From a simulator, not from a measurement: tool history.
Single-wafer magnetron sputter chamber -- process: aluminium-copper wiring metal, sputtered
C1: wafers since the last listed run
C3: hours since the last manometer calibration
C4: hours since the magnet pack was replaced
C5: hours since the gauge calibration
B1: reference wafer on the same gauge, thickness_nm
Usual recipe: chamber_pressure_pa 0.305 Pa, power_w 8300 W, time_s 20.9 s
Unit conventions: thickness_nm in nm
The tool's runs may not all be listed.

Run 1, hour 0.0: usual settings; C1 0; wafers on the sputter target 8856; C3 452.7; C4 5478.0; C5 53.2; B1 287.932. Result: thickness_nm 331.067 nm.
Run 2, hour 45.3: usual settings but chamber_pressure_pa 0.366 Pa; C1 1576; wafers on the sputter target 10432; C3 498.0; C4 5523.3; C5 98.5; B1 288.204. Result: thickness_nm 316.615 nm.
Run 3, hour 88.6: usual settings but chamber_pressure_pa 0.366 Pa; C1 1506; wafers on the sputter target 11939; C3 541.3; C4 5566.6; C5 141.8; B1 288.058. Result: thickness_nm 316.636 nm.
Run 4, hour 166.8: usual settings but chamber_pressure_pa 0.366 Pa; C1 2721; wafers on the sputter target 14660; C3 619.5; C4 5644.8; C5 220.0; B1 288.099. Result: thickness_nm 315.268 nm.
Run 5, hour 233.9: usual settings; C1 2335; wafers on the sputter target 16995; C3 686.6; C4 5711.9; C5 287.1; B1 288.067. Result: thickness_nm 328.489 nm.
At hour 298.0: sputter target and shields replaced.
Run 6, hour 298.5: usual settings; C1 1969; wafers on the sputter target 16; C3 751.2; C4 5776.5; C5 351.7; B1 287.964. Result: thickness_nm 333.637 nm.
Run 7, hour 357.6: usual settings; C1 2056; wafers on the sputter target 2073; C3 810.3; C4 5835.6; C5 410.8; B1 287.900. Result: thickness_nm 331.757 nm.
Run 8, hour 512.6: usual settings but time_s 21.8 s; C1 5393; wafers on the sputter target 7467; C3 965.3; C4 5990.6; C5 565.8; B1 287.907. Result: thickness_nm 345.555 nm.
Run 9, hour 580.1: usual settings but time_s 18.3 s; C1 2348; wafers on the sputter target 9816; C3 1032.8; C4 6058.1; C5 633.3; B1 287.936. Result: thickness_nm 288.513 nm.
Run 10, hour 730.6: usual settings but time_s 18.3 s; C1 5237; wafers on the sputter target 15053; C3 1183.3; C4 6208.6; C5 783.8; B1 287.883. Result: thickness_nm 287.739 nm.
At hour 818.1: sputter target and shields replaced.
Run 11, hour 826.6: usual settings; C1 3062; wafers on the sputter target 295; C3 1279.3; C4 6304.6; C5 879.8; B1 287.803. Result: thickness_nm 333.032 nm.
Run 12, hour 921.2: usual settings; C1 3292; wafers on the sputter target 3587; C3 1373.9; C4 6399.2; C5 974.4; B1 288.168. Result: thickness_nm 332.696 nm.
Run 13, hour 1027.7: usual settings; C1 3706; wafers on the sputter target 7294; C3 1480.4; C4 6505.7; C5 1080.9; B1 287.654. Result: thickness_nm 330.574 nm.
At hour 1070.9: magnet pack replaced, of another model than before.
Run 14, hour 1076.9: usual settings; C1 1433; wafers on the sputter target 8727; C3 1529.6; C4 6.0; C5 1130.1; B1 288.120. Result: thickness_nm 330.713 nm.
Run 15, hour 1155.4: usual settings; C1 2731; wafers on the sputter target 11459; C3 1608.1; C4 84.5; C5 1208.6; B1 288.125. Result: thickness_nm 329.746 nm.
Run 16, hour 1211.1: usual settings; C1 1938; wafers on the sputter target 13397; C3 1663.8; C4 140.2; C5 1264.3; B1 288.211. Result: thickness_nm 329.603 nm.
Run 17, hour 1309.9: usual settings but chamber_pressure_pa 0.240 Pa; C1 3438; wafers on the sputter target 16836; C3 1762.6; C4 239.0; C5 1363.1; B1 288.087. Result: thickness_nm 339.206 nm.
Run 18, hour 1395.0: usual settings but chamber_pressure_pa 0.238 Pa, power_w 6700 W; C1 2961; wafers on the sputter target 19797; C3 1847.7; C4 324.1; C5 1448.2; B1 288.189. Result: thickness_nm 273.479 nm.
At hour 1419.5: sputter target and shields replaced.
Run 19, hour 1491.7: usual settings but chamber_pressure_pa 0.267 Pa, power_w 9350 W, time_s 17.3 s; C1 3086; wafers on the sputter target 2514; C3 1944.4; C4 420.8; C5 1544.9; B1 288.019. Result: thickness_nm 315.272 nm.
At hour 1526.7: gauge calibrated.
Run 20, hour 1573.0: usual settings but chamber_pressure_pa 0.237 Pa, power_w 10350 W, time_s 16.8 s; C1 2829; wafers on the sputter target 5343; C3 2025.7; C4 502.1; C5 46.3; B1 288.033. Result: thickness_nm 342.681 nm.
Run 21, hour 1644.4: usual settings but chamber_pressure_pa 0.234 Pa, power_w 9700 W; C1 2484; wafers on the sputter target 7828; C3 2097.1; C4 573.5; C5 117.7; B1 287.869. Result: thickness_nm 400.281 nm.
Run 22, hour 1707.0: usual settings; C1 2178; wafers on the sputter target 10006; C3 2159.7; C4 636.1; C5 180.3; B1 288.111. Result: thickness_nm 330.835 nm.
At hour 1740.5: capacitance manometer re-zeroed and calibrated.
Run 23, hour 1793.6: usual settings but chamber_pressure_pa 0.196 Pa, power_w 7750 W, time_s 24.0 s; C1 2735; wafers on the sputter target 12741; C3 53.1; C4 722.7; C5 266.9; B1 288.183. Result: thickness_nm 374.066 nm.
Run 24, hour 1867.0: usual settings but chamber_pressure_pa 0.202 Pa, power_w 10000 W; C1 2554; wafers on the sputter target 15296; C3 126.5; C4 796.1; C5 340.3; B1 288.108. Result: thickness_nm 417.949 nm.
Run 25, hour 1930.8: usual settings but chamber_pressure_pa 0.426 Pa, power_w 6950 W, time_s 18.7 s; C1 2220; wafers on the sputter target 17516; C3 190.3; C4 859.9; C5 404.1; B1 287.852. Result: thickness_nm 230.885 nm.
At hour 1997.3: sputter target and shields replaced.
Run 26, hour 2032.6: usual settings but chamber_pressure_pa 0.263 Pa, power_w 6950 W, time_s 24.4 s; C1 3264; wafers on the sputter target 1229; C3 292.1; C4 961.7; C5 505.9; B1 287.856. Result: thickness_nm 331.283 nm.
Run 27, hour 2136.0: usual settings but chamber_pressure_pa 0.341 Pa; C1 3598; wafers on the sputter target 4827; C3 395.5; C4 1065.1; C5 609.3; B1 287.644. Result: thickness_nm 324.459 nm.
Run 28, hour 2195.6: usual settings but power_w 9000 W; C1 2074; wafers on the sputter target 6901; C3 455.1; C4 1124.7; C5 668.9; B1 287.844. Result: thickness_nm 358.619 nm.
Run 29, hour 2249.1: usual settings; C1 1861; wafers on the sputter target 8763; C3 508.6; C4 1178.2; C5 722.4; B1 288.005. Result: thickness_nm 331.089 nm.
Run 30, hour 2351.2: usual settings but chamber_pressure_pa 0.202 Pa, power_w 9800 W, time_s 16.8 s; C1 3553; wafers on the sputter target 12316; C3 610.7; C4 1280.3; C5 824.5; B1 288.097. Result: thickness_nm 328.805 nm.
Run 31, hour 2410.0: usual settings; C1 2046; wafers on the sputter target 14362; C3 669.5; C4 1339.1; C5 883.3; B1 287.644. Result: thickness_nm 330.521 nm.
Run 32, hour 2499.1: usual settings but chamber_pressure_pa 0.229 Pa, power_w 6800 W, time_s 23.9 s; C1 3100; wafers on the sputter target 17463; C3 758.6; C4 1428.2; C5 972.4; B1 288.140. Result: thickness_nm 320.607 nm.
At hour 2598.3: sputter target and shields replaced.
Run 33, hour 2604.3: usual settings but chamber_pressure_pa 0.404 Pa, power_w 9250 W, time_s 22.7 s; C1 3382; wafers on the sputter target 207; C3 863.8; C4 1533.4; C5 1077.6; B1 288.010. Result: thickness_nm 382.537 nm.
Run 34, hour 2664.4: usual settings but chamber_pressure_pa 0.187 Pa, time_s 17.5 s; C1 2091; wafers on the sputter target 2299; C3 923.9; C4 1593.5; C5 1137.7; B1 287.885. Result: thickness_nm 295.720 nm.

The logged runs with the hidden state left out (each run's random variation unchanged):
The hidden state here: deposition rate above that of a new target (%); true argon pressure above the setpoint (%); gauge reads high (%).
run  thickness_nm
  1       333.773
  2       319.551
  3       319.905
  4       319.123
  5       333.044
  6       333.684
  7       332.272
  8       347.375
  9       290.501
 10       290.771
 11       333.551
 12       333.967
 13       332.684
 14       333.217
 15       332.869
 16       333.170
 17       343.694
 18       277.667
 19       316.036
 20       344.179
 21       402.718
 22       333.349
 23       377.693
 24       422.748
 25       233.895
 26       332.234
 27       326.196
 28       361.054
 29       333.766
 30       332.276
 31       334.484
 32       325.148
 33       383.428
 34       296.834
